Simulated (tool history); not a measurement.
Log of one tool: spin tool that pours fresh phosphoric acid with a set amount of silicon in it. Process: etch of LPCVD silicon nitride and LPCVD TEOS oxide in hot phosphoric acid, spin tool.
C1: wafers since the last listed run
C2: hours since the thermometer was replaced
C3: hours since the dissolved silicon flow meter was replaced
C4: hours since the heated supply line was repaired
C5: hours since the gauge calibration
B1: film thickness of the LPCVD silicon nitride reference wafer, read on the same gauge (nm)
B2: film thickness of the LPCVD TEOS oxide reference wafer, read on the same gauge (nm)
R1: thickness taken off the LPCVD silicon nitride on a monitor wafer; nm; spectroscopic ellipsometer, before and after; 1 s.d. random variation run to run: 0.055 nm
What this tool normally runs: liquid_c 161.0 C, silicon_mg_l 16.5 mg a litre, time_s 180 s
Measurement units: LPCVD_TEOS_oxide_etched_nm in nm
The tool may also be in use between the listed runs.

{"run": 1, "hour": 0.0, "liquid_c": 161.0, "silicon_mg_l": 20.0, "time_s": 155, "C1": 0, "C2": 920.9, "C3": 640.7, "C4": 3199.5, "C5": 293.2, "B1": 99.99, "B2": 60.012, "R1": 12.81, "LPCVD_TEOS_oxide_etched_nm": 0.439}
{"run": 2, "hour": 24.1, "liquid_c": 161.0, "silicon_mg_l": 20.0, "time_s": 155, "C1": 112, "C2": 945.0, "C3": 664.8, "C4": 3223.6, "C5": 317.3, "B1": 99.99, "B2": 59.962, "R1": 12.83, "LPCVD_TEOS_oxide_etched_nm": 0.45}
{"run": 3, "hour": 40.1, "liquid_c": 161.0, "silicon_mg_l": 16.5, "time_s": 180, "C1": 74, "C2": 961.0, "C3": 680.8, "C4": 3239.6, "C5": 333.3, "B1": 100.0, "B2": 60.005, "R1": 14.8, "LPCVD_TEOS_oxide_etched_nm": 0.629}
{"run": 4, "hour": 54.2, "liquid_c": 161.0, "silicon_mg_l": 16.5, "time_s": 180, "C1": 65, "C2": 975.1, "C3": 694.9, "C4": 3253.7, "C5": 347.4, "B1": 100.01, "B2": 59.999, "R1": 14.91, "LPCVD_TEOS_oxide_etched_nm": 0.592}
{"run": 5, "hour": 87.3, "liquid_c": 161.0, "silicon_mg_l": 16.5, "time_s": 180, "C1": 154, "C2": 1008.2, "C3": 728.0, "C4": 3286.8, "C5": 380.5, "B1": 99.99, "B2": 60.012, "R1": 14.86, "LPCVD_TEOS_oxide_etched_nm": 0.562}
{"run": 6, "hour": 121.9, "liquid_c": 161.0, "silicon_mg_l": 16.5, "time_s": 180, "C1": 161, "C2": 1042.8, "C3": 762.6, "C4": 3321.4, "C5": 415.1, "B1": 100.01, "B2": 59.97, "R1": 14.82, "LPCVD_TEOS_oxide_etched_nm": 0.578}
{"hour": 132.0, "done": "heated supply line repaired"}
{"run": 7, "hour": 151.5, "liquid_c": 161.0, "silicon_mg_l": 16.5, "time_s": 180, "C1": 133, "C2": 1072.4, "C3": 792.2, "C4": 19.5, "C5": 444.7, "B1": 99.99, "B2": 59.981, "R1": 16.95, "LPCVD_TEOS_oxide_etched_nm": 0.776}
{"run": 8, "hour": 164.1, "liquid_c": 161.0, "silicon_mg_l": 16.5, "time_s": 180, "C1": 58, "C2": 1085.0, "C3": 804.8, "C4": 32.1, "C5": 457.3, "B1": 100.0, "B2": 60.011, "R1": 17.03, "LPCVD_TEOS_oxide_etched_nm": 0.765}
{"run": 9, "hour": 185.6, "liquid_c": 161.0, "silicon_mg_l": 16.5, "time_s": 180, "C1": 100, "C2": 1106.5, "C3": 826.3, "C4": 53.6, "C5": 478.8, "B1": 100.01, "B2": 59.988, "R1": 16.97, "LPCVD_TEOS_oxide_etched_nm": 0.767}
{"hour": 191.5, "done": "dissolved silicon flow meter replaced"}
{"run": 10, "hour": 202.4, "liquid_c": 161.0, "silicon_mg_l": 16.5, "time_s": 180, "C1": 73, "C2": 1123.3, "C3": 10.9, "C4": 70.4, "C5": 495.6, "B1": 100.02, "B2": 59.99, "R1": 16.93, "LPCVD_TEOS_oxide_etched_nm": 0.745}
{"run": 11, "hour": 217.6, "liquid_c": 161.0, "silicon_mg_l": 16.5, "time_s": 180, "C1": 71, "C2": 1138.5, "C3": 26.1, "C4": 85.6, "C5": 510.8, "B1": 99.98, "B2": 60.013, "R1": 17.02, "LPCVD_TEOS_oxide_etched_nm": 0.752}
{"run": 12, "hour": 248.7, "liquid_c": 159.5, "silicon_mg_l": 24.0, "time_s": 180, "C1": 145, "C2": 1169.6, "C3": 57.2, "C4": 116.7, "C5": 541.9, "B1": 100.0, "B2": 59.986, "R1": 16.09, "LPCVD_TEOS_oxide_etched_nm": 0.531}
{"run": 13, "hour": 264.5, "liquid_c": 162.5, "silicon_mg_l": 7.5, "time_s": 180, "C1": 73, "C2": 1185.4, "C3": 73.0, "C4": 132.5, "C5": 557.7, "B1": 100.01, "B2": 59.981, "R1": 17.83, "LPCVD_TEOS_oxide_etched_nm": 1.07}
{"hour": 268.0, "done": "gauge calibrated"}
{"run": 14, "hour": 292.8, "liquid_c": 162.0, "silicon_mg_l": 16.5, "time_s": 75, "C1": 132, "C2": 1213.7, "C3": 101.3, "C4": 160.8, "C5": 24.8, "B1": 100.0, "B2": 59.972, "R1": 7.28, "LPCVD_TEOS_oxide_etched_nm": 0.341}
{"run": 15, "hour": 321.5, "liquid_c": 162.0, "silicon_mg_l": 5.0, "time_s": 230, "C1": 134, "C2": 1242.4, "C3": 130.0, "C4": 189.5, "C5": 53.5, "B1": 100.0, "B2": 60.008, "R1": 22.15, "LPCVD_TEOS_oxide_etched_nm": 1.373}
{"run": 16, "hour": 346.5, "liquid_c": 161.0, "silicon_mg_l": 16.5, "time_s": 180, "C1": 116, "C2": 1267.4, "C3": 155.0, "C4": 214.5, "C5": 78.5, "B1": 100.01, "B2": 60.027, "R1": 16.79, "LPCVD_TEOS_oxide_etched_nm": 0.833}
{"run": 17, "hour": 358.9, "liquid_c": 158.5, "silicon_mg_l": 16.5, "time_s": 110, "C1": 57, "C2": 1279.8, "C3": 167.4, "C4": 226.9, "C5": 90.9, "B1": 99.99, "B2": 60.008, "R1": 9.46, "LPCVD_TEOS_oxide_etched_nm": 0.36}
{"hour": 371.2, "done": "thermometer replaced"}
{"run": 18, "hour": 388.4, "liquid_c": 159.0, "silicon_mg_l": 9.0, "time_s": 180, "C1": 133, "C2": 17.2, "C3": 196.9, "C4": 256.4, "C5": 120.4, "B1": 100.01, "B2": 59.989, "R1": 15.69, "LPCVD_TEOS_oxide_etched_nm": 0.766}
{"run": 19, "hour": 414.2, "liquid_c": 162.5, "silicon_mg_l": 16.5, "time_s": 180, "C1": 120, "C2": 43.0, "C3": 222.7, "C4": 282.2, "C5": 146.2, "B1": 100.0, "B2": 60.004, "R1": 17.62, "LPCVD_TEOS_oxide_etched_nm": 0.871}
{"run": 20, "hour": 434.9, "liquid_c": 161.0, "silicon_mg_l": 16.5, "time_s": 180, "C1": 96, "C2": 63.7, "C3": 243.4, "C4": 302.9, "C5": 166.9, "B1": 100.01, "B2": 59.986, "R1": 16.83, "LPCVD_TEOS_oxide_etched_nm": 0.778}
{"run": 21, "hour": 448.1, "liquid_c": 161.0, "silicon_mg_l": 16.5, "time_s": 260, "C1": 61, "C2": 76.9, "C3": 256.6, "C4": 316.1, "C5": 180.1, "B1": 100.0, "B2": 60.018, "R1": 24.2, "LPCVD_TEOS_oxide_etched_nm": 1.018}
{"run": 22, "hour": 477.3, "liquid_c": 161.0, "silicon_mg_l": 16.5, "time_s": 275, "C1": 136, "C2": 106.1, "C3": 285.8, "C4": 345.3, "C5": 209.3, "B1": 99.97, "B2": 59.975, "R1": 25.61, "LPCVD_TEOS_oxide_etched_nm": 1.127}

4 options for the next run, each taken on its own from the tool as it stands now. Forecast them:
{"run": "A", "hour": 477.8, "liquid_c": 161.0, "silicon_mg_l": 16.5, "time_s": 180, "C1": 2, "C2": 106.6, "C3": 286.3, "C4": 345.8, "C5": 209.8, "B1": "?", "B2": "?", "R1": "?", "LPCVD_TEOS_oxide_etched_nm": "?"}
{"run": "B", "hour": 477.8, "liquid_c": 160.0, "silicon_mg_l": 6.0, "time_s": 240, "C1": 2, "C2": 106.6, "C3": 286.3, "C4": 345.8, "C5": 209.8, "B1": "?", "B2": "?", "R1": "?", "LPCVD_TEOS_oxide_etched_nm": "?"}
{"run": "C", "hour": 477.8, "liquid_c": 161.0, "silicon_mg_l": 29.0, "time_s": 180, "C1": 2, "C2": 106.6, "C3": 286.3, "C4": 345.8, "C5": 209.8, "B1": "?", "B2": "?", "R1": "?", "LPCVD_TEOS_oxide_etched_nm": "?"}
{"run": "D", "hour": 477.8, "liquid_c": 162.5, "silicon_mg_l": 26.5, "time_s": 285, "C1": 2, "C2": 106.6, "C3": 286.3, "C4": 345.8, "C5": 209.8, "B1": "?", "B2": "?", "R1": "?", "LPCVD_TEOS_oxide_etched_nm": "?"}

run=A B1=99.99 B2=59.976 R1=16.90 LPCVD_TEOS_oxide_etched_nm=0.684
run=B B1=99.99 B2=59.976 R1=21.79 LPCVD_TEOS_oxide_etched_nm=1.078
run=C B1=99.99 B2=59.976 R1=16.90 LPCVD_TEOS_oxide_etched_nm=0.462
run=D B1=99.99 B2=59.976 R1=28.13 LPCVD_TEOS_oxide_etched_nm=0.896
Stripped of hidden state, with their random variation kept, the same runs would have yielded:
run=A R1=17.38 LPCVD_TEOS_oxide_etched_nm=0.728
run=B R1=22.41 LPCVD_TEOS_oxide_etched_nm=1.148
run=C R1=17.38 LPCVD_TEOS_oxide_etched_nm=0.492
run=D R1=28.93 LPCVD_TEOS_oxide_etched_nm=0.953
